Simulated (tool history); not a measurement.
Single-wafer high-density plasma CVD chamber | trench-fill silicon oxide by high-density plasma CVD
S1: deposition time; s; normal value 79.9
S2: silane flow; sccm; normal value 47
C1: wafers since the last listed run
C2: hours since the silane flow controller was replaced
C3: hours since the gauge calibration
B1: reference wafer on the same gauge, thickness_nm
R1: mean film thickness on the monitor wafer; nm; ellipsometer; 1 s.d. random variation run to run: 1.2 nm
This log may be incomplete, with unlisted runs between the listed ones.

{"run": 1, "day": 0.0, "S1": 79.9, "S2": 47, "C1": 0, "C2": 979.4, "C3": 119.7, "B1": 299.032, "R1": 364.431}
{"run": 2, "day": 1.025, "S1": 79.9, "S2": 47, "C1": 341, "C2": 1004, "C3": 144.3, "B1": 298.9, "R1": 365.677}
{"run": 3, "day": 2.312, "S1": 79.9, "S2": 47, "C1": 429, "C2": 1034.9, "C3": 175.2, "B1": 299.041, "R1": 366.174}
{"run": 4, "day": 3.008, "S1": 79.9, "S2": 47, "C1": 232, "C2": 1051.6, "C3": 191.9, "B1": 299, "R1": 364.749}
{"run": 5, "day": 3.767, "S1": 79.9, "S2": 47, "C1": 252, "C2": 1069.8, "C3": 210.1, "B1": 298.928, "R1": 365.214}
{"run": 6, "day": 4.438, "S1": 79.9, "S2": 47, "C1": 223, "C2": 1085.9, "C3": 226.2, "B1": 298.965, "R1": 365.059}
{"run": 7, "day": 5.9, "S1": 79.9, "S2": 47, "C1": 487, "C2": 1121, "C3": 261.3, "B1": 298.824, "R1": 367.513}
{"run": 8, "day": 7.254, "S1": 79.9, "S2": 47, "C1": 451, "C2": 1153.5, "C3": 293.8, "B1": 298.938, "R1": 368.959}
{"run": 9, "day": 8.583, "S1": 70.1, "S2": 49, "C1": 443, "C2": 1185.4, "C3": 325.7, "B1": 299.126, "R1": 333.458}
{"run": 10, "day": 9.45, "S1": 79.9, "S2": 44, "C1": 288, "C2": 1206.2, "C3": 346.5, "B1": 298.913, "R1": 345.409}
{"run": 11, "day": 10.583, "S1": 84.2, "S2": 47, "C1": 377, "C2": 1233.4, "C3": 373.7, "B1": 299.102, "R1": 388.85}
{"run": 12, "day": 11.5, "S1": 84.2, "S2": 47, "C1": 305, "C2": 1255.4, "C3": 395.7, "B1": 298.868, "R1": 387.357}
{"run": 13, "day": 12.758, "S1": 79.9, "S2": 47, "C1": 419, "C2": 1285.6, "C3": 425.9, "B1": 299.104, "R1": 368.129}
{"run": 14, "day": 13.596, "S1": 79.9, "S2": 47, "C1": 279, "C2": 1305.7, "C3": 446, "B1": 299.075, "R1": 368.731}
{"run": 15, "day": 14.321, "S1": 79.9, "S2": 47, "C1": 241, "C2": 1323.1, "C3": 463.4, "B1": 298.907, "R1": 368.789}
{"run": 16, "day": 15.383, "S1": 70.1, "S2": 47, "C1": 354, "C2": 1348.6, "C3": 488.9, "B1": 298.958, "R1": 324.37}
{"run": 17, "day": 15.962, "S1": 79.9, "S2": 47, "C1": 193, "C2": 1362.5, "C3": 502.8, "B1": 299.198, "R1": 367.566}
{"run": 18, "day": 16.638, "S1": 79.9, "S2": 47, "C1": 225, "C2": 1378.7, "C3": 519, "B1": 299.055, "R1": 366.897}
{"run": 19, "day": 18.017, "S1": 73.7, "S2": 47, "C1": 459, "C2": 1411.8, "C3": 552.1, "B1": 298.897, "R1": 338.599}
{"run": 20, "day": 18.55, "S1": 79.9, "S2": 47, "C1": 177, "C2": 1424.6, "C3": 564.9, "B1": 298.764, "R1": 368.939}
{"day": 18.583, "done": "gauge calibrated"}
{"run": 21, "day": 19.967, "S1": 89.1, "S2": 47, "C1": 472, "C2": 1458.6, "C3": 33.2, "B1": 299.099, "R1": 410.995}
{"run": 22, "day": 20.979, "S1": 79.9, "S2": 47, "C1": 337, "C2": 1482.9, "C3": 57.5, "B1": 298.883, "R1": 372.129}
{"run": 23, "day": 21.6, "S1": 71.9, "S2": 47, "C1": 207, "C2": 1497.8, "C3": 72.4, "B1": 298.767, "R1": 333.105}
{"run": 24, "day": 22.871, "S1": 79.9, "S2": 47, "C1": 423, "C2": 1528.3, "C3": 102.9, "B1": 299.031, "R1": 369.975}
{"run": 25, "day": 24.25, "S1": 79.9, "S2": 47, "C1": 459, "C2": 1561.4, "C3": 136, "B1": 299.076, "R1": 370.948}
{"run": 26, "day": 25.433, "S1": 64.6, "S2": 51, "C1": 394, "C2": 1589.8, "C3": 164.4, "B1": 298.829, "R1": 323.652}
{"run": 27, "day": 26.104, "S1": 64.3, "S2": 47, "C1": 223, "C2": 1605.9, "C3": 180.5, "B1": 299.173, "R1": 298.27}
{"day": 27.708, "done": "silane flow controller replaced"}
{"run": 28, "day": 27.729, "S1": 79.9, "S2": 47, "C1": 430, "C2": 0.5, "C3": 219.5, "B1": 298.893, "R1": 357.365}
{"run": 29, "day": 28.317, "S1": 66.8, "S2": 54, "C1": 195, "C2": 14.6, "C3": 233.6, "B1": 299.038, "R1": 342.118}
{"run": 30, "day": 28.925, "S1": 79.9, "S2": 47, "C1": 202, "C2": 29.2, "C3": 248.2, "B1": 299.172, "R1": 358.446}
{"run": 31, "day": 30.338, "S1": 95.2, "S2": 42, "C1": 470, "C2": 63.1, "C3": 282.1, "B1": 298.717, "R1": 384.048}
{"run": 32, "day": 31.633, "S1": 71.6, "S2": 53, "C1": 432, "C2": 94.2, "C3": 313.2, "B1": 299.084, "R1": 362.008}
{"run": 33, "day": 32.675, "S1": 75.3, "S2": 51, "C1": 347, "C2": 119.2, "C3": 338.2, "B1": 299.026, "R1": 366.68}
{"run": 34, "day": 33.438, "S1": 88.2, "S2": 47, "C1": 254, "C2": 137.5, "C3": 356.5, "B1": 299.267, "R1": 396.928}
{"run": 35, "day": 34.696, "S1": 79.9, "S2": 47, "C1": 419, "C2": 167.7, "C3": 386.7, "B1": 299.099, "R1": 359.544}
{"run": 36, "day": 36.05, "S1": 75.1, "S2": 47, "C1": 451, "C2": 200.2, "C3": 419.2, "B1": 299.163, "R1": 335.661}
{"run": 37, "day": 36.775, "S1": 65.6, "S2": 42, "C1": 241, "C2": 217.6, "C3": 436.6, "B1": 298.974, "R1": 264.295}
{"run": 38, "day": 38.088, "S1": 94.7, "S2": 41, "C1": 437, "C2": 249.1, "C3": 468.1, "B1": 299.221, "R1": 371.236}
{"day": 39.133, "done": "gauge calibrated"}
{"run": 39, "day": 39.512, "S1": 79.9, "S2": 54, "C1": 475, "C2": 283.3, "C3": 9.1, "B1": 298.908, "R1": 413.21}

How would selected steps in R1 from run to run divide? Give the signed amount a tool lacking its hidden state would still show from settings, what came in and random variation, and the signed amount left for the hidden state, including any gauge scatter that is not in both of the compared results.
What the log doesn't record here: delivered silane flow above the setpoint (%); gauge reads high (%).
Run 20 -> 21: S1 79.9 -> 89.1, gauge calibrated. R1 +42.056 nm: hidden state +1.216, all else +40.84.
Run 23 -> 24: S1 71.9 -> 79.9. R1 +36.87 nm: hidden state +1.095, all else +35.775.
Run 27 -> 28: S1 64.3 -> 79.9, silane flow controller replaced. R1 +59.095 nm: hidden state -10.319, all else +69.414.
Run 36 -> 37: S1 75.1 -> 65.6, S2 47 -> 42. R1 -71.366 nm: hidden state +0.317, all else -71.683.
Run 37 -> 38: S1 65.6 -> 94.7, S2 42 -> 41. R1 +106.941 nm: hidden state -0.103, all else +107.044.
